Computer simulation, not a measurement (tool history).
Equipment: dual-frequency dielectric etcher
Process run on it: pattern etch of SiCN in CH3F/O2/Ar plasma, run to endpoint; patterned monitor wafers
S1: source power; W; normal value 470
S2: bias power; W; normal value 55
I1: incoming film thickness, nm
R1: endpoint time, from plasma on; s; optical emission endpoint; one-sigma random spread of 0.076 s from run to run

| run | hour | S1 | S2 | I1 | R1 |
|---|---|---|---|---|---|
| 1 | 0 | 470 | 55 | 8.81 | 21.7 |
| 2 | 29.7 | 470 | 55 | 8.79 | 22 |
| 3 | 43.5 | 470 | 55 | 8.84 | 21.9 |
| 4 | 72.4 | 470 | 55 | 8.79 | 22 |
| 5 | 97.7 | 470 | 55 | 8.79 | 21.9 |
|  | 119.6 | bias power generator calibrated |
| 6 | 120.1 | 470 | 60 | 8.71 | 21.5 |
|  | 132.5 | source power generator calibrated |
| 7 | 138.5 | 470 | 60 | 8.85 | 21.8 |
| 8 | 157.2 | 470 | 60 | 8.83 | 21.8 |
| 9 | 192.3 | 470 | 50 | 8.72 | 22.4 |
| 10 | 205 | 470 | 55 | 8.77 | 22.4 |

Estimate the outcome of run 11 from the log above:
| 11 | 231.8 | 360 | 55 | 8.81 | ? |

{"run 11": {"R1": 24.3}}
Minus the tool's unlogged condition, the same run would have read R1 23.1 s.
